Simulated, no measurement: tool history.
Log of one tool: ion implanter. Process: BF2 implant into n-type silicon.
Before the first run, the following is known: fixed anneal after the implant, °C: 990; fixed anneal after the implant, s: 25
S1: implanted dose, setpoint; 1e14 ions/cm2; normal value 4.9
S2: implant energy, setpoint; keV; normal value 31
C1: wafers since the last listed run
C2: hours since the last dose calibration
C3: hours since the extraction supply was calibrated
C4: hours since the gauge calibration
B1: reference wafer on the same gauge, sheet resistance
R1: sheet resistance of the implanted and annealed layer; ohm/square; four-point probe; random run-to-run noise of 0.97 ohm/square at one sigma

Run 1, hour 0: usual settings; C1 0; C2 327.5; C3 3678.5; C4 2276; B1 266.74. Result: R1 256.86 ohm/square.
Run 2, hour 44.4: usual settings but S1 5.55 1e14 ions/cm2, S2 26 keV; C1 488; C2 371.9; C3 3722.9; C4 2320.4; B1 266.61. Result: R1 243.54 ohm/square.
Run 3, hour 109: usual settings but S1 5.55 1e14 ions/cm2, S2 26 keV; C1 710; C2 436.5; C3 3787.5; C4 2385; B1 266.47. Result: R1 242.91 ohm/square.
Run 4, hour 166.7: usual settings; C1 634; C2 494.2; C3 3845.2; C4 2442.7; B1 266.04. Result: R1 256.65 ohm/square.
Run 5, hour 191.6: usual settings; C1 273; C2 519.1; C3 3870.1; C4 2467.6; B1 266.47. Result: R1 255.51 ohm/square.
Run 6, hour 231.5: usual settings; C1 438; C2 559; C3 3910; C4 2507.5; B1 266.03. Result: R1 255.04 ohm/square.
Run 7, hour 299.5: usual settings; C1 747; C2 627; C3 3978; C4 2575.5; B1 266.38. Result: R1 255.88 ohm/square.
Run 8, hour 329.8: usual settings; C1 333; C2 657.3; C3 4008.3; C4 2605.8; B1 266.27. Result: R1 254.72 ohm/square.
At hour 341.5: Faraday cup replaced and dose calibrated.
Run 9, hour 401.1: usual settings; C1 695; C2 59.6; C3 4079.6; C4 2677.1; B1 265.53. Result: R1 254.38 ohm/square.
Run 10, hour 439.6: usual settings but S2 37.5 keV; C1 423; C2 98.1; C3 4118.1; C4 2715.6; B1 265.6. Result: R1 246.85 ohm/square.
Run 11, hour 470.4: usual settings; C1 338; C2 128.9; C3 4148.9; C4 2746.4; B1 265.69. Result: R1 252.78 ohm/square.
Run 12, hour 534.3: usual settings; C1 702; C2 192.8; C3 4212.8; C4 2810.3; B1 265.01. Result: R1 255.03 ohm/square.
Run 13, hour 568.9: usual settings but S1 3.8 1e14 ions/cm2, S2 40 keV; C1 380; C2 227.4; C3 4247.4; C4 2844.9; B1 264.9. Result: R1 306.55 ohm/square.
Run 14, hour 638.6: usual settings but S1 4.01 1e14 ions/cm2, S2 38.5 keV; C1 766; C2 297.1; C3 4317.1; C4 2914.6; B1 264.8. Result: R1 294.1 ohm/square.
Run 15, hour 698.3: usual settings but S2 27.5 keV; C1 656; C2 356.8; C3 4376.8; C4 2974.3; B1 264.68. Result: R1 261.7 ohm/square.
Run 16, hour 730.4: usual settings but S1 5.77 1e14 ions/cm2, S2 25 keV; C1 352; C2 388.9; C3 4408.9; C4 3006.4; B1 265.02. Result: R1 237.47 ohm/square.
Run 17, hour 792.9: usual settings but S1 3.86 1e14 ions/cm2; C1 687; C2 451.4; C3 4471.4; C4 3068.9; B1 264.44. Result: R1 308.24 ohm/square.
Run 18, hour 845.8: usual settings but S1 3.61 1e14 ions/cm2, S2 37.5 keV; C1 581; C2 504.3; C3 4524.3; C4 3121.8; B1 264.67. Result: R1 319.25 ohm/square.
At hour 868.1: gauge calibrated.
Run 19, hour 890.6: usual settings but S1 6 1e14 ions/cm2; C1 492; C2 549.1; C3 4569.1; C4 22.5; B1 268.72. Result: R1 221.62 ohm/square.
Run 20, hour 933.3: usual settings but S1 4.04 1e14 ions/cm2; C1 469; C2 591.8; C3 4611.8; C4 65.2; B1 268.97. Result: R1 300.86 ohm/square.
Run 21, hour 957.9: usual settings but S1 5.58 1e14 ions/cm2, S2 24 keV; C1 270; C2 616.4; C3 4636.4; C4 89.8; B1 268.53. Result: R1 250.22 ohm/square.
Run 22, hour 999: usual settings; C1 451; C2 657.5; C3 4677.5; C4 130.9; B1 268.78. Result: R1 259.19 ohm/square.
At hour 1014.4: Faraday cup replaced and dose calibrated.
Run 23, hour 1058.2: usual settings but S1 3.7 1e14 ions/cm2, S2 38 keV; C1 562; C2 43.8; C3 4736.7; C4 190.1; B1 268.62. Result: R1 321.81 ohm/square.
At hour 1079.2: extraction supply calibrated.
Run 24, hour 1095.9: usual settings but S1 4.03 1e14 ions/cm2, S2 37.5 keV; C1 326; C2 81.5; C3 16.7; C4 227.8; B1 268.66. Result: R1 297.47 ohm/square.
Run 25, hour 1129.7: usual settings; C1 371; C2 115.3; C3 50.5; C4 261.6; B1 268.79. Result: R1 257.72 ohm/square.
Run 26, hour 1167.3: usual settings but S1 6 1e14 ions/cm2, S2 22.5 keV; C1 413; C2 152.9; C3 88.1; C4 299.2; B1 268.92. Result: R1 244.84 ohm/square.
Run 27, hour 1233.7: usual settings; C1 729; C2 219.3; C3 154.5; C4 365.6; B1 269.17. Result: R1 258.76 ohm/square.
Run 28, hour 1300.8: usual settings but S2 21 keV; C1 737; C2 286.4; C3 221.6; C4 432.7; B1 268.77. Result: R1 278.32 ohm/square.
Run 29, hour 1359.4: usual settings but S2 40.5 keV; C1 644; C2 345; C3 280.2; C4 491.3; B1 269.11. Result: R1 247.44 ohm/square.
Run 30, hour 1415.6: usual settings but S1 5.31 1e14 ions/cm2, S2 28 keV; C1 617; C2 401.2; C3 336.4; C4 547.5; B1 268.83. Result: R1 248.03 ohm/square.
Run 31, hour 1455: usual settings; C1 433; C2 440.6; C3 375.8; C4 586.9; B1 269. Result: R1 256.2 ohm/square.
Run 32, hour 1518.3: usual settings; C1 695; C2 503.9; C3 439.1; C4 650.2; B1 268.16. Result: R1 258.75 ohm/square.
Run 33, hour 1579.1: usual settings; C1 668; C2 564.7; C3 499.9; C4 711; B1 268.52. Result: R1 257.34 ohm/square.
At hour 1594.8: Faraday cup replaced and dose calibrated.
Run 34, hour 1630.2: usual settings but S1 5.47 1e14 ions/cm2, S2 38.5 keV; C1 473; C2 35.4; C3 551; C4 762.1; B1 268.98. Result: R1 227.57 ohm/square.
Run 35, hour 1680: usual settings but S1 4.21 1e14 ions/cm2; C1 547; C2 85.2; C3 600.8; C4 811.9; B1 268.34. Result: R1 291.67 ohm/square.
Run 36, hour 1740.8: usual settings; C1 668; C2 146; C3 661.6; C4 872.7; B1 268.44. Result: R1 258.78 ohm/square.
Run 37, hour 1856.2: usual settings; C1 1268; C2 261.4; C3 777; C4 988.1; B1 268.45. Result: R1 258.49 ohm/square.

What would each run have given without the hidden state, its run-to-run variation left as it was?
The hidden state here: deviation of the true dose from the Faraday cup's reading, %; deviation of the true energy from its setpoint, %; gauge reads high (%).
run      R1
  1  259.03
  2   245.7
  3  245.22
  4  259.24
  5  258.15
  6  257.79
  7  258.81
  8  257.73
  9  257.58
 10  250.05
 11  256.16
 12  258.62
 13  310.99
 14   298.6
 15   265.9
 16  241.37
 17  313.55
 18  324.97
 19  221.74
 20  301.03
 21  250.36
 22  259.33
 23     322
 24  297.65
 25  257.89
 26  245.01
 27  258.96
 28  278.57
 29  247.69
 30  248.31
 31  256.51
 32   259.1
 33  257.74
 34  227.95
 35  292.21
 36  259.32
 37  259.14

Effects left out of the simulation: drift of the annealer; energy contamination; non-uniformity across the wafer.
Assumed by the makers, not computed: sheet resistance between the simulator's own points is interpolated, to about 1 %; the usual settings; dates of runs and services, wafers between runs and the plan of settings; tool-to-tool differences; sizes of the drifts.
